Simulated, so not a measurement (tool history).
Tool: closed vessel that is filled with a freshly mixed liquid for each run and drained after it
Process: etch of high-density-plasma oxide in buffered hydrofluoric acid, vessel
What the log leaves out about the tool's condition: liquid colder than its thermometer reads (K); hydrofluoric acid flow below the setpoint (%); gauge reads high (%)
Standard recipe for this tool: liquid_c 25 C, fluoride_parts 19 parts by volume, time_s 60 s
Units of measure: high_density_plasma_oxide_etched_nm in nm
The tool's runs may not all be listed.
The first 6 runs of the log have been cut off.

run	hour	liquid_c	fluoride_parts	time_s	wafers since the last listed run	hours since the thermometer was replaced	hours since the hydrofluoric acid flow meter was replaced	hours since the gauge calibration	read-back film thickness of the high-density-plasma oxide reference wafer, read on the same gauge (nm)	high_density_plasma_oxide_etched_nm
7	522.9	25	19	60	10110	521.2	731	1281.6	29.97	87.13
8	588.8	30	23.5	60	7444	587.1	796.9	1347.5	29.99	96.39
9	645	25	19	90	6348	643.3	853.1	1403.7	30.01	127.27
10	694.2	22.5	24.5	90	5557	692.5	902.3	1452.9	29.98	89.09
11	744.3	25	19	90	5659	742.6	952.4	1503	30.01	123.4
# hour 835: thermometer replaced
12	839.7	27.5	21.5	70	10663	4.7	1047.8	1598.4	30	109.71
13	901.7	25	13.5	60	7003	66.7	1109.8	1660.4	30.01	127.76
# hour 904.4: hydrofluoric acid flow meter replaced
14	964.7	25	19	60	7003	129.7	60.3	1723.4	30.04	92.3
15	1012.6	22.5	24.5	90	5410	177.6	108.2	1771.3	29.97	97.35
16	1071.6	25	13	40	6664	236.6	167.2	1830.3	29.98	84.99
17	1161.8	25	24.5	85	10189	326.8	257.4	1920.5	29.99	102.49
18	1213.4	25	19	60	5828	378.4	309	1972.1	29.98	87.31
# hour 1234.1: gauge calibrated
19	1297.1	30	15.5	90	9454	462.1	392.7	63	30.03	212.65
20	1334.3	28	19	45	4202	499.3	429.9	100.2	30.04	76.68
21	1435.3	25	19	60	11409	600.3	530.9	201.2	30.01	86.26
22	1536.5	25	13	75	11431	701.5	632.1	302.4	29.94	154.17
23	1630	25	19	60	10561	795	725.6	395.9	29.99	83.45
# hour 1731.6: thermometer replaced
24	1753.9	25	19	60	13883	22.3	849.5	519.8	29.99	91
25	1801.1	26.5	19	60	5331	69.5	896.7	567	30.03	96.33
26	1888	21	19	70	9816	156.4	983.6	653.9	30	83.93
27	1936.2	25	19	60	5444	204.6	1031.8	702.1	30.01	88.43
28	1995.2	25	19	60	6664	263.6	1090.8	761.1	29.97	87.42
29	2079.4	21.5	22.5	50	9511	347.8	1175	845.3	29.95	52.28
30	2147.4	25	17	95	7681	415.8	1243	913.3	30.01	152.29
# hour 2163.3: hydrofluoric acid flow meter replaced
31	2223.9	23	19	85	8528	492.3	60.6	989.8	30	108.02

Consider 4 possible next runs. They are alternatives, not a sequence: every one starts from the tool as it was left by run 31. What does each give?
A	2224.6	25	19	60	79	493	61.3	990.5	?	?
B	2224.6	22	23.5	30	79	493	61.3	990.5	?	?
C	2224.6	29	19	50	79	493	61.3	990.5	?	?
D	2224.6	25	25	70	79	493	61.3	990.5	?	?

run	read-back film thickness of the high-density-plasma oxide reference wafer, read on the same gauge (nm)	high_density_plasma_oxide_etched_nm
A	30.01	85.57
B	30.01	30.82
C	30.01	88.56
D	30.01	81.39
Had the tool no hidden state, the same runs would have come out as:
run	high_density_plasma_oxide_etched_nm
A	92.37
B	33.32
C	95.42
D	87.88
